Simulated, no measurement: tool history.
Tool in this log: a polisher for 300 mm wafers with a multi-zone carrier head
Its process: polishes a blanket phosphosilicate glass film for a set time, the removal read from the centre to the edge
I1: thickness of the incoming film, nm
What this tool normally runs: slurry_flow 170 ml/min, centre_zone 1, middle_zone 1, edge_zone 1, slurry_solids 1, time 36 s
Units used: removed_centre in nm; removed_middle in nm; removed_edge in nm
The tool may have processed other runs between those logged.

{"run": 1, "hour": 0.0, "slurry_flow": 170, "centre_zone": 1, "middle_zone": 1, "edge_zone": 1, "slurry_solids": 1, "time": 36, "I1": 4496.7, "removed_centre": 246.9, "removed_middle": 254.7, "removed_edge": 253.1}
{"run": 2, "hour": 35.4, "slurry_flow": 170, "centre_zone": 1, "middle_zone": 1.04, "edge_zone": 1, "slurry_solids": 1, "time": 36, "I1": 4467.8, "removed_centre": 249.6, "removed_middle": 261.3, "removed_edge": 247.5}
{"run": 3, "hour": 62.1, "slurry_flow": 170, "centre_zone": 1, "middle_zone": 1, "edge_zone": 1, "slurry_solids": 1, "time": 36, "I1": 4476.7, "removed_centre": 253.7, "removed_middle": 258.5, "removed_edge": 246.9}
{"run": 4, "hour": 91.5, "slurry_flow": 215, "centre_zone": 1, "middle_zone": 1, "edge_zone": 1, "slurry_solids": 1, "time": 36, "I1": 4415.4, "removed_centre": 269.5, "removed_middle": 264.8, "removed_edge": 256.7}
{"hour": 128.6, "done": "worn pad replaced by a new one"}
{"hour": 132.4, "done": "carrier head's membrane replaced by a new one"}
{"run": 5, "hour": 132.9, "slurry_flow": 215, "centre_zone": 1, "middle_zone": 1, "edge_zone": 0.94, "slurry_solids": 0.9, "time": 36, "I1": 4491.9, "removed_centre": 258.2, "removed_middle": 260.3, "removed_edge": 235.4}
{"run": 6, "hour": 167.0, "slurry_flow": 170, "centre_zone": 1, "middle_zone": 1, "edge_zone": 1, "slurry_solids": 1, "time": 36, "I1": 4558, "removed_centre": 256.5, "removed_middle": 249.3, "removed_edge": 244.6}
{"run": 7, "hour": 184.1, "slurry_flow": 170, "centre_zone": 1, "middle_zone": 1, "edge_zone": 1.11, "slurry_solids": 1, "time": 42, "I1": 4510.1, "removed_centre": 288.2, "removed_middle": 291.5, "removed_edge": 297.6}
{"run": 8, "hour": 196.8, "slurry_flow": 170, "centre_zone": 1, "middle_zone": 1, "edge_zone": 1, "slurry_solids": 1, "time": 25, "I1": 4525.3, "removed_centre": 173.5, "removed_middle": 170.5, "removed_edge": 164.9}
{"hour": 207.6, "done": "edge zone pressure recalibrated"}
{"run": 9, "hour": 212.5, "slurry_flow": 170, "centre_zone": 1, "middle_zone": 1, "edge_zone": 1, "slurry_solids": 1, "time": 36, "I1": 4460, "removed_centre": 252.7, "removed_middle": 243.4, "removed_edge": 241.9}
{"run": 10, "hour": 243.0, "slurry_flow": 195, "centre_zone": 1, "middle_zone": 1, "edge_zone": 0.94, "slurry_solids": 1.3, "time": 45, "I1": 4500, "removed_centre": 348, "removed_middle": 338.4, "removed_edge": 319.3}
{"hour": 263.5, "done": "slurry nozzle cleaned"}
{"run": 11, "hour": 321.8, "slurry_flow": 220, "centre_zone": 1, "middle_zone": 1, "edge_zone": 1, "slurry_solids": 1, "time": 36, "I1": 4492.6, "removed_centre": 283.3, "removed_middle": 271.8, "removed_edge": 253.7}
{"hour": 329.5, "done": "worn pad replaced by a new one"}
{"run": 12, "hour": 354.8, "slurry_flow": 200, "centre_zone": 0.97, "middle_zone": 0.96, "edge_zone": 1, "slurry_solids": 1, "time": 36, "I1": 4469.5, "removed_centre": 266.3, "removed_middle": 249.1, "removed_edge": 250.6}
{"run": 13, "hour": 374.0, "slurry_flow": 170, "centre_zone": 1, "middle_zone": 1, "edge_zone": 1, "slurry_solids": 1, "time": 36, "I1": 4533.5, "removed_centre": 263.6, "removed_middle": 251, "removed_edge": 246.8}
{"run": 14, "hour": 399.4, "slurry_flow": 220, "centre_zone": 1, "middle_zone": 1, "edge_zone": 0.95, "slurry_solids": 0.75, "time": 46, "I1": 4560.6, "removed_centre": 333.2, "removed_middle": 318.4, "removed_edge": 296.5}
{"run": 15, "hour": 479.3, "slurry_flow": 170, "centre_zone": 1.03, "middle_zone": 0.89, "edge_zone": 1, "slurry_solids": 1, "time": 36, "I1": 4398.7, "removed_centre": 274.5, "removed_middle": 232.9, "removed_edge": 243.4}
{"run": 16, "hour": 504.7, "slurry_flow": 115, "centre_zone": 1, "middle_zone": 1.06, "edge_zone": 1, "slurry_solids": 1.15, "time": 36, "I1": 4464.5, "removed_centre": 239.7, "removed_middle": 242.5, "removed_edge": 233.9}
{"hour": 518.7, "done": "worn pad replaced by a new one"}
{"run": 17, "hour": 519.1, "slurry_flow": 170, "centre_zone": 1.04, "middle_zone": 1, "edge_zone": 1, "slurry_solids": 1, "time": 36, "I1": 4537.7, "removed_centre": 272.6, "removed_middle": 247.1, "removed_edge": 239.5}
{"run": 18, "hour": 535.8, "slurry_flow": 170, "centre_zone": 0.89, "middle_zone": 1, "edge_zone": 1, "slurry_solids": 1, "time": 36, "I1": 4517.1, "removed_centre": 234, "removed_middle": 247.1, "removed_edge": 241.2}
{"run": 19, "hour": 565.6, "slurry_flow": 170, "centre_zone": 1, "middle_zone": 0.96, "edge_zone": 0.91, "slurry_solids": 0.8, "time": 30, "I1": 4498.4, "removed_centre": 202.9, "removed_middle": 186.4, "removed_edge": 184.6}
{"run": 20, "hour": 582.9, "slurry_flow": 205, "centre_zone": 1, "middle_zone": 1, "edge_zone": 1, "slurry_solids": 1, "time": 36, "I1": 4542.1, "removed_centre": 266.7, "removed_middle": 246.7, "removed_edge": 246}
{"run": 21, "hour": 604.1, "slurry_flow": 170, "centre_zone": 1, "middle_zone": 1, "edge_zone": 1, "slurry_solids": 1, "time": 36, "I1": 4426.4, "removed_centre": 251.9, "removed_middle": 241.1, "removed_edge": 230.3}
{"run": 22, "hour": 627.0, "slurry_flow": 170, "centre_zone": 1.11, "middle_zone": 1.1, "edge_zone": 1, "slurry_solids": 0.9, "time": 43, "I1": 4397.8, "removed_centre": 317.5, "removed_middle": 294.8, "removed_edge": 269.7}

Each row is a separate what-if for the run after 22, all from the same tool condition, not one after another. Results?
{"run": "A", "hour": 627.4, "slurry_flow": 170, "centre_zone": 1, "middle_zone": 1, "edge_zone": 1, "slurry_solids": 1, "time": 36, "I1": 4525.2, "removed_centre": "?", "removed_middle": "?", "removed_edge": "?"}
{"run": "B", "hour": 627.4, "slurry_flow": 110, "centre_zone": 0.96, "middle_zone": 1, "edge_zone": 0.92, "slurry_solids": 1, "time": 48, "I1": 4525.2, "removed_centre": "?", "removed_middle": "?", "removed_edge": "?"}
{"run": "C", "hour": 627.4, "slurry_flow": 170, "centre_zone": 1, "middle_zone": 1, "edge_zone": 1, "slurry_solids": 1, "time": 23, "I1": 4525.2, "removed_centre": "?", "removed_middle": "?", "removed_edge": "?"}

run=A removed_centre=254.6 removed_middle=235.3 removed_edge=238.6
run=B removed_centre=272.9 removed_middle=269 removed_edge=276.7
run=C removed_centre=162.7 removed_middle=150.3 removed_edge=152.4
The same runs, with their run-to-run variation unchanged, on a tool lacking any hidden condition would have given:
run=A removed_centre=254.8 removed_middle=255.6 removed_edge=253
run=B removed_centre=289.7 removed_middle=306.8 removed_edge=301.4
run=C removed_centre=162.8 removed_middle=163.3 removed_edge=161.6

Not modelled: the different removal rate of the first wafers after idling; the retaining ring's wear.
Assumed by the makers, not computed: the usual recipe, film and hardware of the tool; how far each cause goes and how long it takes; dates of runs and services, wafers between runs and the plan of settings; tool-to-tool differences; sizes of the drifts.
